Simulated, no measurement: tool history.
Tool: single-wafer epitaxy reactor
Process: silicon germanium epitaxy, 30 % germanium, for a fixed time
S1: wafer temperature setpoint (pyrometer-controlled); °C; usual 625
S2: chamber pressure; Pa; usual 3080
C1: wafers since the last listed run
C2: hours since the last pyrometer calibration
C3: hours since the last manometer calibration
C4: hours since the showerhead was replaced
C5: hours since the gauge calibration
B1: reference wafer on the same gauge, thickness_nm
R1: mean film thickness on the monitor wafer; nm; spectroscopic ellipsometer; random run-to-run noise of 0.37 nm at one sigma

{"run": 1, "day": 0.0, "S1": 625, "S2": 3080, "C1": 0, "C2": 879.1, "C3": 150.4, "C4": 4492.5, "C5": 1071.8, "B1": 110.917, "R1": 101.515}
{"day": 1.575, "done": "pyrometer calibrated"}
{"run": 2, "day": 1.696, "S1": 625, "S2": 3080, "C1": 784, "C2": 2.9, "C3": 191.1, "C4": 4533.2, "C5": 1112.5, "B1": 110.96, "R1": 103.462}
{"run": 3, "day": 3.062, "S1": 625, "S2": 3080, "C1": 787, "C2": 35.7, "C3": 223.9, "C4": 4566, "C5": 1145.3, "B1": 110.967, "R1": 104.436}
{"run": 4, "day": 4.492, "S1": 625, "S2": 3080, "C1": 823, "C2": 70, "C3": 258.2, "C4": 4600.3, "C5": 1179.6, "B1": 110.981, "R1": 104.433}
{"run": 5, "day": 7.004, "S1": 625, "S2": 3080, "C1": 1447, "C2": 130.3, "C3": 318.5, "C4": 4660.6, "C5": 1239.9, "B1": 111.153, "R1": 103.212}
{"run": 6, "day": 8.512, "S1": 625, "S2": 3533, "C1": 868, "C2": 166.5, "C3": 354.7, "C4": 4696.8, "C5": 1276.1, "B1": 111.069, "R1": 108.966}
{"run": 7, "day": 10.321, "S1": 625, "S2": 3533, "C1": 1041, "C2": 209.9, "C3": 398.1, "C4": 4740.2, "C5": 1319.5, "B1": 111.038, "R1": 109.126}
{"run": 8, "day": 12.854, "S1": 625, "S2": 3533, "C1": 1459, "C2": 270.7, "C3": 458.9, "C4": 4801, "C5": 1380.3, "B1": 110.968, "R1": 108.393}
{"run": 9, "day": 14.292, "S1": 625, "S2": 3080, "C1": 828, "C2": 305.2, "C3": 493.4, "C4": 4835.5, "C5": 1414.8, "B1": 111.085, "R1": 102.755}
{"run": 10, "day": 15.458, "S1": 625, "S2": 3080, "C1": 672, "C2": 333.2, "C3": 521.4, "C4": 4863.5, "C5": 1442.8, "B1": 110.89, "R1": 102.38}
{"run": 11, "day": 16.675, "S1": 636, "S2": 3080, "C1": 700, "C2": 362.4, "C3": 550.6, "C4": 4892.7, "C5": 1472, "B1": 111.162, "R1": 127.571}
{"run": 12, "day": 19.125, "S1": 636, "S2": 3080, "C1": 1411, "C2": 421.2, "C3": 609.4, "C4": 4951.5, "C5": 1530.8, "B1": 110.963, "R1": 126.9}
{"run": 13, "day": 21.438, "S1": 635, "S2": 3080, "C1": 1332, "C2": 476.7, "C3": 664.9, "C4": 5007, "C5": 1586.3, "B1": 111.02, "R1": 124.129}
{"run": 14, "day": 23.571, "S1": 625, "S2": 3080, "C1": 1228, "C2": 527.9, "C3": 716.1, "C4": 5058.2, "C5": 1637.5, "B1": 111.029, "R1": 101.332}
{"run": 15, "day": 26.175, "S1": 625, "S2": 2853, "C1": 1500, "C2": 590.4, "C3": 778.6, "C4": 5120.7, "C5": 1700, "B1": 110.887, "R1": 98.016}
{"run": 16, "day": 29.058, "S1": 637, "S2": 2586, "C1": 1660, "C2": 659.6, "C3": 847.8, "C4": 5189.9, "C5": 1769.2, "B1": 111.009, "R1": 118.184}
{"run": 17, "day": 34.579, "S1": 619, "S2": 2733, "C1": 3180, "C2": 792.1, "C3": 980.3, "C4": 5322.4, "C5": 1901.7, "B1": 110.95, "R1": 84.488}
{"run": 18, "day": 37.004, "S1": 625, "S2": 3080, "C1": 1396, "C2": 850.3, "C3": 1038.5, "C4": 5380.6, "C5": 1959.9, "B1": 110.931, "R1": 99.673}
{"day": 39.554, "done": "pyrometer calibrated"}
{"run": 19, "day": 39.575, "S1": 619, "S2": 3786, "C1": 1288, "C2": 0.5, "C3": 1100.2, "C4": 5442.3, "C5": 2021.6, "B1": 110.949, "R1": 98.522}
{"run": 20, "day": 41.738, "S1": 625, "S2": 3080, "C1": 1245, "C2": 52.4, "C3": 1152.1, "C4": 5494.2, "C5": 2073.5, "B1": 111.003, "R1": 101.524}
{"run": 21, "day": 44.15, "S1": 619, "S2": 2760, "C1": 1389, "C2": 110.3, "C3": 1210, "C4": 5552.1, "C5": 2131.4, "B1": 111.063, "R1": 85.622}
{"run": 22, "day": 46.2, "S1": 612, "S2": 3480, "C1": 1180, "C2": 159.5, "C3": 1259.2, "C4": 5601.3, "C5": 2180.6, "B1": 111.098, "R1": 82.024}
{"run": 23, "day": 49.15, "S1": 618, "S2": 2586, "C1": 1699, "C2": 230.3, "C3": 1330, "C4": 5672.1, "C5": 2251.4, "B1": 110.976, "R1": 80.767}

What will run 24 give?
{"run": 24, "day": 50.775, "S1": 613, "S2": 3626, "C1": 936, "C2": 269.3, "C3": 1369, "C4": 5711.1, "C5": 2290.4, "B1": "?", "R1": "?"}

{"run 24": {"B1": 111.024, "R1": 84.031}}
Were there no unlogged condition in the tool, this run, its random variation unchanged, would have produced R1 88.284 nm.

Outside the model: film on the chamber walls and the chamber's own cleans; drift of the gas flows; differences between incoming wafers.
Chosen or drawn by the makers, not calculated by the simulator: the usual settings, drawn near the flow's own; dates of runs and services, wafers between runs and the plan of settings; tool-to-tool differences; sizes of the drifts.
